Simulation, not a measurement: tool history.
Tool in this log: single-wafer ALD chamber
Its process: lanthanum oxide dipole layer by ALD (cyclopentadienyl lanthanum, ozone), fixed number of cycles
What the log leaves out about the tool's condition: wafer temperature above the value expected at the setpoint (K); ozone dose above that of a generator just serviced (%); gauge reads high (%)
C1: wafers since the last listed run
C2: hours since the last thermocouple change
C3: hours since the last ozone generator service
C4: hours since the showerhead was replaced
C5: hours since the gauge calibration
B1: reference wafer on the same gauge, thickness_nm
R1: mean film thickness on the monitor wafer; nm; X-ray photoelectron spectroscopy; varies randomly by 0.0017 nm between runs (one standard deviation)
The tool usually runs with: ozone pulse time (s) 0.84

{"run": 1, "day": 0.0, "ozone pulse time (s)": 1, "C1": 0, "C2": 2314, "C3": 213.4, "C4": 7373.9, "C5": 865.7, "B1": 0.5, "R1": 0.521}
{"run": 2, "day": 2.304, "ozone pulse time (s)": 1, "C1": 1176, "C2": 2369.3, "C3": 268.7, "C4": 7429.2, "C5": 921, "B1": 0.5, "R1": 0.521}
{"run": 3, "day": 6.721, "ozone pulse time (s)": 1, "C1": 2255, "C2": 2475.3, "C3": 374.7, "C4": 7535.2, "C5": 1027, "B1": 0.5, "R1": 0.519}
{"run": 4, "day": 8.596, "ozone pulse time (s)": 0.84, "C1": 957, "C2": 2520.3, "C3": 419.7, "C4": 7580.2, "C5": 1072, "B1": 0.5, "R1": 0.496}
{"run": 5, "day": 15.742, "ozone pulse time (s)": 0.84, "C1": 3649, "C2": 2691.8, "C3": 591.2, "C4": 7751.7, "C5": 1243.5, "B1": 0.5, "R1": 0.491}
{"run": 6, "day": 20.242, "ozone pulse time (s)": 0.84, "C1": 2298, "C2": 2799.8, "C3": 699.2, "C4": 7859.7, "C5": 1351.5, "B1": 0.5, "R1": 0.494}
{"day": 21.496, "done": "showerhead replaced"}
{"day": 22.092, "done": "thermocouple changed; heater temperature recalibrated"}
{"run": 7, "day": 22.112, "ozone pulse time (s)": 0.84, "C1": 615, "C2": 0.5, "C3": 744.1, "C4": 14.8, "C5": 1396.4, "B1": 0.5, "R1": 0.493}
{"run": 8, "day": 26.538, "ozone pulse time (s)": 0.84, "C1": 2260, "C2": 106.7, "C3": 850.3, "C4": 121, "C5": 1502.6, "B1": 0.5, "R1": 0.49}
{"run": 9, "day": 28.221, "ozone pulse time (s)": 0.84, "C1": 859, "C2": 147.1, "C3": 890.7, "C4": 161.4, "C5": 1543, "B1": 0.5, "R1": 0.491}
{"run": 10, "day": 31.067, "ozone pulse time (s)": 0.84, "C1": 1453, "C2": 215.4, "C3": 959, "C4": 229.7, "C5": 1611.3, "B1": 0.5, "R1": 0.488}
{"run": 11, "day": 34.758, "ozone pulse time (s)": 0.84, "C1": 1885, "C2": 304, "C3": 1047.6, "C4": 318.3, "C5": 1699.9, "B1": 0.5, "R1": 0.491}
{"run": 12, "day": 37.958, "ozone pulse time (s)": 0.84, "C1": 1634, "C2": 380.8, "C3": 1124.4, "C4": 395.1, "C5": 1776.7, "B1": 0.5, "R1": 0.489}
{"run": 13, "day": 39.496, "ozone pulse time (s)": 0.97, "C1": 785, "C2": 417.7, "C3": 1161.3, "C4": 432, "C5": 1813.6, "B1": 0.5, "R1": 0.513}
{"run": 14, "day": 42.792, "ozone pulse time (s)": 0.59, "C1": 1683, "C2": 496.8, "C3": 1240.4, "C4": 511.1, "C5": 1892.7, "B1": 0.5, "R1": 0.437}
{"run": 15, "day": 46.3, "ozone pulse time (s)": 0.98, "C1": 1791, "C2": 581, "C3": 1324.6, "C4": 595.3, "C5": 1976.9, "B1": 0.5, "R1": 0.51}
{"run": 16, "day": 48.317, "ozone pulse time (s)": 0.54, "C1": 1030, "C2": 629.4, "C3": 1373, "C4": 643.7, "C5": 2025.3, "B1": 0.5, "R1": 0.417}
{"run": 17, "day": 52.346, "ozone pulse time (s)": 0.72, "C1": 2057, "C2": 726.1, "C3": 1469.7, "C4": 740.4, "C5": 2122, "B1": 0.5, "R1": 0.465}

Run 18 comes next. What will it give?
{"run": 18, "day": 55.125, "ozone pulse time (s)": 0.84, "C1": 1419, "C2": 792.8, "C3": 1536.4, "C4": 807.1, "C5": 2188.7, "B1": "?", "R1": "?"}

For run 18 the tool returned B1 0.5, R1 0.486 nm.
Without the tool's hidden state the same run would have given R1 0.494 nm.

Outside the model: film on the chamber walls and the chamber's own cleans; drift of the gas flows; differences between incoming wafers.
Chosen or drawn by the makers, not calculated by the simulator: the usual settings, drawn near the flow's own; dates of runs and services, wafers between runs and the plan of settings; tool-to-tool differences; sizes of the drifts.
